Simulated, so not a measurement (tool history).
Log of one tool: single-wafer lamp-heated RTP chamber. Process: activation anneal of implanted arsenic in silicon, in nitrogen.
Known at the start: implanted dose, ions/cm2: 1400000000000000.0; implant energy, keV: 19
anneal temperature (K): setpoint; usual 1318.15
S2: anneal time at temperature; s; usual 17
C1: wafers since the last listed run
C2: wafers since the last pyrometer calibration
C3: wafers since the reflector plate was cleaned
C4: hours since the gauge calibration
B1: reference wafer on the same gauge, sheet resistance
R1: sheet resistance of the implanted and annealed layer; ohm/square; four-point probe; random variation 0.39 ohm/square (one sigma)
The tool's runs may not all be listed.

{"run": 1, "day": 0.0, "anneal temperature (K)": 1307.15, "S2": 17, "C1": 0, "C2": 4884, "C3": 6754, "C4": 1386.3, "B1": 93.32, "R1": 98.25}
{"run": 2, "day": 2.275, "anneal temperature (K)": 1318.15, "S2": 17, "C1": 1238, "C2": 6122, "C3": 7993, "C4": 1440.9, "B1": 93.23, "R1": 94.37}
{"run": 3, "day": 4.392, "anneal temperature (K)": 1318.15, "S2": 17, "C1": 1152, "C2": 7275, "C3": 9146, "C4": 1491.7, "B1": 93.25, "R1": 93.53}
{"run": 4, "day": 8.85, "anneal temperature (K)": 1318.15, "S2": 17, "C1": 2427, "C2": 9702, "C3": 11573, "C4": 1598.7, "B1": 93.36, "R1": 93.72}
{"day": 10.704, "done": "reflector plate cleaned"}
{"run": 5, "day": 11.679, "anneal temperature (K)": 1318.15, "S2": 17, "C1": 1358, "C2": 11061, "C3": 529, "C4": 1666.6, "B1": 93.5, "R1": 95.52}
{"day": 14.479, "done": "pyrometer window cleaned and pyrometer calibrated"}
{"run": 6, "day": 14.908, "anneal temperature (K)": 1318.15, "S2": 17, "C1": 1576, "C2": 233, "C3": 2106, "C4": 1744.1, "B1": 93.34, "R1": 94.49}
{"run": 7, "day": 24.008, "anneal temperature (K)": 1318.15, "S2": 17, "C1": 4954, "C2": 5188, "C3": 7061, "C4": 1962.5, "B1": 93.36, "R1": 94.61}
{"run": 8, "day": 28.371, "anneal temperature (K)": 1318.15, "S2": 17, "C1": 2375, "C2": 7563, "C3": 9436, "C4": 2067.2, "B1": 93.3, "R1": 93.54}
{"run": 9, "day": 30.75, "anneal temperature (K)": 1318.15, "S2": 12, "C1": 1295, "C2": 8859, "C3": 10732, "C4": 2124.3, "B1": 93.16, "R1": 98.18}
{"run": 10, "day": 34.129, "anneal temperature (K)": 1318.15, "S2": 12, "C1": 1839, "C2": 10699, "C3": 12572, "C4": 2205.4, "B1": 93.48, "R1": 97.48}
{"day": 35.312, "done": "reflector plate cleaned"}
{"run": 11, "day": 36.967, "anneal temperature (K)": 1308.15, "S2": 17, "C1": 1363, "C2": 12062, "C3": 900, "C4": 2273.5, "B1": 93.23, "R1": 98.48}
{"day": 37.992, "done": "pyrometer window cleaned and pyrometer calibrated"}
{"run": 12, "day": 39.846, "anneal temperature (K)": 1318.15, "S2": 17, "C1": 1386, "C2": 1008, "C3": 2286, "C4": 2342.6, "B1": 93.43, "R1": 94.51}
{"run": 13, "day": 43.267, "anneal temperature (K)": 1318.15, "S2": 17, "C1": 1862, "C2": 2871, "C3": 4149, "C4": 2424.7, "B1": 93.13, "R1": 94.94}
{"run": 14, "day": 45.375, "anneal temperature (K)": 1318.15, "S2": 17, "C1": 1147, "C2": 4019, "C3": 5297, "C4": 2475.3, "B1": 93.15, "R1": 94.96}
{"run": 15, "day": 49.725, "anneal temperature (K)": 1318.15, "S2": 17, "C1": 2368, "C2": 6387, "C3": 7666, "C4": 2579.7, "B1": 93.34, "R1": 94.54}
{"run": 16, "day": 52.712, "anneal temperature (K)": 1318.15, "S2": 13, "C1": 1626, "C2": 8014, "C3": 9292, "C4": 2651.4, "B1": 93.31, "R1": 97.8}
{"day": 56.758, "done": "reflector plate cleaned"}
{"run": 17, "day": 56.9, "anneal temperature (K)": 1318.15, "S2": 13, "C1": 2098, "C2": 10113, "C3": 77, "C4": 2751.9, "B1": 93.19, "R1": 98.57}
{"day": 57.729, "done": "pyrometer window cleaned and pyrometer calibrated"}
{"run": 18, "day": 58.838, "anneal temperature (K)": 1339.15, "S2": 25, "C1": 873, "C2": 602, "C3": 951, "C4": 2798.4, "B1": 93.49, "R1": 85.28}
{"run": 19, "day": 61.367, "anneal temperature (K)": 1296.15, "S2": 23, "C1": 1377, "C2": 1979, "C3": 2328, "C4": 2859.1, "B1": 93.3, "R1": 98.58}
{"run": 20, "day": 65.246, "anneal temperature (K)": 1304.15, "S2": 10, "C1": 2112, "C2": 4091, "C3": 4440, "C4": 2952.2, "B1": 93.24, "R1": 106.79}
{"run": 21, "day": 67.442, "anneal temperature (K)": 1318.15, "S2": 17, "C1": 1195, "C2": 5287, "C3": 5636, "C4": 3004.9, "B1": 93.24, "R1": 94.53}
{"day": 70.646, "done": "gauge calibrated"}
{"run": 22, "day": 71.458, "anneal temperature (K)": 1302.15, "S2": 17, "C1": 2187, "C2": 7474, "C3": 7823, "C4": 19.5, "B1": 93.12, "R1": 99.26}
{"run": 23, "day": 74.2, "anneal temperature (K)": 1318.15, "S2": 9, "C1": 1492, "C2": 8967, "C3": 9315, "C4": 85.3, "B1": 93.17, "R1": 101.73}
{"run": 24, "day": 77.983, "anneal temperature (K)": 1318.15, "S2": 20, "C1": 2059, "C2": 11027, "C3": 11375, "C4": 176.1, "B1": 93.42, "R1": 91.44}
{"day": 78.575, "done": "pyrometer window cleaned and pyrometer calibrated"}
{"day": 80.362, "done": "reflector plate cleaned"}
{"run": 25, "day": 81.442, "anneal temperature (K)": 1341.15, "S2": 11, "C1": 1520, "C2": 1380, "C3": 588, "C4": 259.1, "B1": 93.41, "R1": 93.53}
{"run": 26, "day": 85.358, "anneal temperature (K)": 1303.15, "S2": 17, "C1": 2132, "C2": 3512, "C3": 2720, "C4": 353.1, "B1": 93.05, "R1": 100.05}
{"run": 27, "day": 88.354, "anneal temperature (K)": 1318.15, "S2": 17, "C1": 1631, "C2": 5144, "C3": 4352, "C4": 425, "B1": 93.57, "R1": 94.32}
{"run": 28, "day": 92.708, "anneal temperature (K)": 1338.15, "S2": 23, "C1": 2370, "C2": 7514, "C3": 6722, "C4": 529.5, "B1": 93.32, "R1": 84.91}
{"run": 29, "day": 95.383, "anneal temperature (K)": 1337.15, "S2": 12, "C1": 1456, "C2": 8971, "C3": 8179, "C4": 593.7, "B1": 93.47, "R1": 92.76}
{"run": 30, "day": 98.125, "anneal temperature (K)": 1302.15, "S2": 27, "C1": 1492, "C2": 10464, "C3": 9672, "C4": 659.5, "B1": 93.32, "R1": 92.99}
{"run": 31, "day": 101.679, "anneal temperature (K)": 1318.15, "S2": 17, "C1": 1935, "C2": 12399, "C3": 11607, "C4": 744.8, "B1": 93.26, "R1": 93.85}
{"day": 103.446, "done": "reflector plate cleaned"}
{"day": 104.412, "done": "pyrometer window cleaned and pyrometer calibrated"}
{"run": 32, "day": 105.125, "anneal temperature (K)": 1318.15, "S2": 17, "C1": 1513, "C2": 387, "C3": 733, "C4": 827.5, "B1": 93.12, "R1": 95.26}
{"run": 33, "day": 107.862, "anneal temperature (K)": 1302.15, "S2": 27, "C1": 1490, "C2": 1878, "C3": 2223, "C4": 893.2, "B1": 93.22, "R1": 94.46}
{"run": 34, "day": 110.042, "anneal temperature (K)": 1318.15, "S2": 17, "C1": 1186, "C2": 3064, "C3": 3410, "C4": 945.5, "B1": 93.26, "R1": 95.27}
{"run": 35, "day": 113.158, "anneal temperature (K)": 1299.15, "S2": 10, "C1": 1696, "C2": 4761, "C3": 5107, "C4": 1020.3, "B1": 93.25, "R1": 108.13}

Some steps in R1 between neighbouring runs. How much of each would the tool show without its hidden state too (settings, what came in, random variation), and how much is left for the hidden state, with any gauge scatter that isn't in both results?
The hidden state here: true wafer temperature minus pyrometer reading, K; wafer temperature error from the tarnished reflector plate, K; gauge reads high (%).
Run 4 -> 5: reflector plate cleaned. R1 +1.8 ohm/square: hidden state +2.15, all else -0.35.
Run 10 -> 11: anneal temperature (K) 1318.15 -> 1308.15, S2 12 -> 17, reflector plate cleaned. R1 +1 ohm/square: hidden state +2.37, all else -1.37.
Run 17 -> 18: anneal temperature (K) 1318.15 -> 1339.15, S2 13 -> 25, pyrometer window cleaned and pyrometer calibrated. R1 -13.29 ohm/square: hidden state -0.14, all else -13.15.
Run 18 -> 19: anneal temperature (K) 1339.15 -> 1296.15, S2 25 -> 23. R1 +13.3 ohm/square: hidden state -0.43, all else +13.73.
Run 24 -> 25: anneal temperature (K) 1318.15 -> 1341.15, S2 20 -> 11, pyrometer window cleaned and pyrometer calibrated, reflector plate cleaned. R1 +2.09 ohm/square: hidden state +2.12, all else -0.03.
Run 34 -> 35: anneal temperature (K) 1318.15 -> 1299.15, S2 17 -> 10. R1 +12.86 ohm/square: hidden state -0.53, all else +13.39.

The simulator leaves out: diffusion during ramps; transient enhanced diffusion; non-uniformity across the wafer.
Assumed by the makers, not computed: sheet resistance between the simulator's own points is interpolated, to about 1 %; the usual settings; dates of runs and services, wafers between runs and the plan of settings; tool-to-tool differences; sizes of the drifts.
